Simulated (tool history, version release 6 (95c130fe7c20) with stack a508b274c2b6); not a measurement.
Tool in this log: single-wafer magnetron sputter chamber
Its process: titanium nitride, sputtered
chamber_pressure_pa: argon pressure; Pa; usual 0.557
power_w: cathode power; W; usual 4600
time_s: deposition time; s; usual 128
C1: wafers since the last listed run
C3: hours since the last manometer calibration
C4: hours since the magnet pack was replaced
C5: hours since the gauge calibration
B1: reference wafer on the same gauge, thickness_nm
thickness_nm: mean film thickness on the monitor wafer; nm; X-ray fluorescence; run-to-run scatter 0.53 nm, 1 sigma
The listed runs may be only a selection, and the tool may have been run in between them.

run 1 hour=0 | chamber_pressure_pa=0.557 power_w=4600 time_s=128 | C1=0 wafers_on_the_sputter_target=5662 C3=1599.8 C4=10132.1 C5=5.8 | B1=111.092 | thickness_nm=97.053
run 2 hour=33.5 | chamber_pressure_pa=0.557 power_w=4600 time_s=128 | C1=333 wafers_on_the_sputter_target=5996 C3=1633.3 C4=10165.6 C5=39.3 | B1=111.054 | thickness_nm=95.345
run 3 hour=49.9 | chamber_pressure_pa=0.557 power_w=4600 time_s=128 | C1=163 wafers_on_the_sputter_target=6159 C3=1649.7 C4=10182 C5=55.7 | B1=111.314 | thickness_nm=96.513
run 4 hour=77.2 | chamber_pressure_pa=0.557 power_w=4600 time_s=128 | C1=271 wafers_on_the_sputter_target=6431 C3=1677 C4=10209.3 C5=83 | B1=110.976 | thickness_nm=95.179
run 5 hour=89.9 | chamber_pressure_pa=0.557 power_w=4600 time_s=140 | C1=126 wafers_on_the_sputter_target=6557 C3=1689.7 C4=10222 C5=95.7 | B1=110.957 | thickness_nm=104.476
run 6 hour=117.3 | chamber_pressure_pa=0.557 power_w=4600 time_s=128 | C1=272 wafers_on_the_sputter_target=6830 C3=1717.1 C4=10249.4 C5=123.1 | B1=110.966 | thickness_nm=93.91
-- hour=134.7 capacitance manometer re-zeroed and calibrated
run 7 hour=147.4 | chamber_pressure_pa=0.557 power_w=4600 time_s=128 | C1=219 wafers_on_the_sputter_target=7050 C3=12.7 C4=10279.5 C5=153.2 | B1=110.895 | thickness_nm=92.864
run 8 hour=167.5 | chamber_pressure_pa=0.557 power_w=4600 time_s=128 | C1=200 wafers_on_the_sputter_target=7250 C3=32.8 C4=10299.6 C5=173.3 | B1=111.027 | thickness_nm=93.32
-- hour=178 gauge calibrated
run 9 hour=195 | chamber_pressure_pa=0.557 power_w=5050 time_s=136 | C1=273 wafers_on_the_sputter_target=7523 C3=60.3 C4=10327.1 C5=17 | B1=110.984 | thickness_nm=107.092
run 10 hour=208.4 | chamber_pressure_pa=0.768 power_w=4600 time_s=152 | C1=133 wafers_on_the_sputter_target=7657 C3=73.7 C4=10340.5 C5=30.4 | B1=111.074 | thickness_nm=98.556
-- hour=235.5 sputter target and shields replaced
run 11 hour=236 | chamber_pressure_pa=0.759 power_w=3750 time_s=149 | C1=195 wafers_on_the_sputter_target=4 C3=101.3 C4=10368.1 C5=58 | B1=111.109 | thickness_nm=87.915
-- hour=250.4 magnet pack replaced
run 12 hour=254.3 | chamber_pressure_pa=0.557 power_w=4600 time_s=128 | C1=102 wafers_on_the_sputter_target=107 C3=119.6 C4=3.9 C5=76.3 | B1=110.813 | thickness_nm=102.66
run 13 hour=289 | chamber_pressure_pa=0.557 power_w=4600 time_s=128 | C1=345 wafers_on_the_sputter_target=452 C3=154.3 C4=38.6 C5=111 | B1=110.874 | thickness_nm=101.485
run 14 hour=302 | chamber_pressure_pa=0.557 power_w=5450 time_s=128 | C1=129 wafers_on_the_sputter_target=582 C3=167.3 C4=51.6 C5=124 | B1=111.035 | thickness_nm=121.802
run 15 hour=320.7 | chamber_pressure_pa=0.659 power_w=4600 time_s=152 | C1=186 wafers_on_the_sputter_target=768 C3=186 C4=70.3 C5=142.7 | B1=110.925 | thickness_nm=115.62
run 16 hour=340.4 | chamber_pressure_pa=0.557 power_w=4050 time_s=135 | C1=196 wafers_on_the_sputter_target=964 C3=205.7 C4=90 C5=162.4 | B1=110.916 | thickness_nm=93.941

Forecast each of these 5 alternatives for the next run:
run A hour=340.8 | chamber_pressure_pa=0.557 power_w=5500 time_s=128 | C1=3 wafers_on_the_sputter_target=968 C3=206.1 C4=90.4 C5=162.8 | B1=? | thickness_nm=?
run B hour=340.8 | chamber_pressure_pa=0.455 power_w=3550 time_s=143 | C1=3 wafers_on_the_sputter_target=968 C3=206.1 C4=90.4 C5=162.8 | B1=? | thickness_nm=?
run C hour=340.8 | chamber_pressure_pa=0.631 power_w=5400 time_s=107 | C1=3 wafers_on_the_sputter_target=968 C3=206.1 C4=90.4 C5=162.8 | B1=? | thickness_nm=?
run D hour=340.8 | chamber_pressure_pa=0.557 power_w=4600 time_s=105 | C1=3 wafers_on_the_sputter_target=968 C3=206.1 C4=90.4 C5=162.8 | B1=? | thickness_nm=?
run E hour=340.8 | chamber_pressure_pa=0.362 power_w=4600 time_s=115 | C1=3 wafers_on_the_sputter_target=968 C3=206.1 C4=90.4 C5=162.8 | B1=? | thickness_nm=?

run=A B1=110.995 thickness_nm=122.654
run=B B1=110.995 thickness_nm=93.259
run=C B1=110.995 thickness_nm=96.934
run=D B1=110.995 thickness_nm=84.15
run=E B1=110.995 thickness_nm=102.086
The same runs, with their run-to-run variation unchanged, on a tool lacking any hidden condition would have given:
run=A thickness_nm=125.643
run=B thickness_nm=95.532
run=C thickness_nm=99.296
run=D thickness_nm=86.201
run=E thickness_nm=104.575

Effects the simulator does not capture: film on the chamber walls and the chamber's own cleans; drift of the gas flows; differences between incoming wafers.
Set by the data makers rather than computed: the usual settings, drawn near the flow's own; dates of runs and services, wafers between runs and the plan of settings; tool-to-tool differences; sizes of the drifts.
